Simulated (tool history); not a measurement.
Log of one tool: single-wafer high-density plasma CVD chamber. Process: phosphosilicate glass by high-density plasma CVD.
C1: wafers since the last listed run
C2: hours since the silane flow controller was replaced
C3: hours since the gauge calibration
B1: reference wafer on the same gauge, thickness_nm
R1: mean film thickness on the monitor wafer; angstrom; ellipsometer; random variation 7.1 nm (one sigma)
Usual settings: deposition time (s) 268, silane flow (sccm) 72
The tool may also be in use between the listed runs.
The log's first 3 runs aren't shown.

run 4 day=2.712 | deposition_time_(s)=268 silane_flow_(sccm)=72 | C1=74 C2=3144.3 C3=32.3 | B1=2042.482 | R1=21807.87
run 5 day=3.7 | deposition_time_(s)=268 silane_flow_(sccm)=72 | C1=104 C2=3168 C3=56 | B1=2040.195 | R1=21855.79
run 6 day=4.458 | deposition_time_(s)=268 silane_flow_(sccm)=80 | C1=80 C2=3186.2 C3=74.2 | B1=2039.173 | R1=24310.86
run 7 day=6.104 | deposition_time_(s)=268 silane_flow_(sccm)=80 | C1=173 C2=3225.7 C3=113.7 | B1=2038.942 | R1=24410.66
run 8 day=6.838 | deposition_time_(s)=232 silane_flow_(sccm)=72 | C1=77 C2=3243.3 C3=131.3 | B1=2037.072 | R1=18896.98
run 9 day=7.75 | deposition_time_(s)=232 silane_flow_(sccm)=72 | C1=96 C2=3265.2 C3=153.2 | B1=2040.557 | R1=19068.31
run 10 day=8.579 | deposition_time_(s)=232 silane_flow_(sccm)=72 | C1=87 C2=3285.1 C3=173.1 | B1=2041.144 | R1=18895.01
run 11 day=10.033 | deposition_time_(s)=268 silane_flow_(sccm)=72 | C1=153 C2=3320 C3=208 | B1=2037.131 | R1=21920.67
run 12 day=10.954 | deposition_time_(s)=268 silane_flow_(sccm)=72 | C1=97 C2=3342.1 C3=230.1 | B1=2043.128 | R1=21743.4
run 13 day=12.008 | deposition_time_(s)=268 silane_flow_(sccm)=72 | C1=111 C2=3367.4 C3=255.4 | B1=2040.243 | R1=21927.88
run 14 day=13.021 | deposition_time_(s)=268 silane_flow_(sccm)=72 | C1=107 C2=3391.7 C3=279.7 | B1=2041.203 | R1=21922.91
run 15 day=13.904 | deposition_time_(s)=268 silane_flow_(sccm)=72 | C1=93 C2=3412.9 C3=300.9 | B1=2043.108 | R1=21856.8
run 16 day=14.775 | deposition_time_(s)=268 silane_flow_(sccm)=72 | C1=92 C2=3433.8 C3=321.8 | B1=2038.931 | R1=21990.12
run 17 day=15.383 | deposition_time_(s)=268 silane_flow_(sccm)=72 | C1=64 C2=3448.4 C3=336.4 | B1=2041.081 | R1=21867.66
run 18 day=16.817 | deposition_time_(s)=282 silane_flow_(sccm)=72 | C1=151 C2=3482.8 C3=370.8 | B1=2040.532 | R1=23116.16
run 19 day=18.288 | deposition_time_(s)=282 silane_flow_(sccm)=72 | C1=155 C2=3518.1 C3=406.1 | B1=2038.472 | R1=22979.14
run 20 day=19.467 | deposition_time_(s)=268 silane_flow_(sccm)=72 | C1=124 C2=3546.4 C3=434.4 | B1=2042.28 | R1=21978.89
run 21 day=20.842 | deposition_time_(s)=219 silane_flow_(sccm)=86 | C1=145 C2=3579.4 C3=467.4 | B1=2038.449 | R1=21410.92
run 22 day=21.662 | deposition_time_(s)=249 silane_flow_(sccm)=77 | C1=86 C2=3599.1 C3=487.1 | B1=2041.142 | R1=21741.86
run 23 day=22.196 | deposition_time_(s)=288 silane_flow_(sccm)=80 | C1=56 C2=3611.9 C3=499.9 | B1=2039.83 | R1=26234.58
run 24 day=22.746 | deposition_time_(s)=233 silane_flow_(sccm)=58 | C1=58 C2=3625.1 C3=513.1 | B1=2039.555 | R1=15364.01
run 25 day=26.029 | deposition_time_(s)=268 silane_flow_(sccm)=72 | C1=346 C2=3703.9 C3=591.9 | B1=2043.601 | R1=21855.29
run 26 day=27.512 | deposition_time_(s)=293 silane_flow_(sccm)=78 | C1=156 C2=3739.5 C3=627.5 | B1=2042.801 | R1=25879.85
run 27 day=28.071 | deposition_time_(s)=268 silane_flow_(sccm)=72 | C1=59 C2=3752.9 C3=640.9 | B1=2040.014 | R1=21947.9

Forecast run 28:
run 28 day=29.117 | deposition_time_(s)=311 silane_flow_(sccm)=72 | C1=110 C2=3778 C3=666 | B1=? | R1=?

{"run 28": {"B1": 2042.76, "R1": 25533.94}}
Without the tool's hidden state the same run would have given R1 24525.03 angstrom.
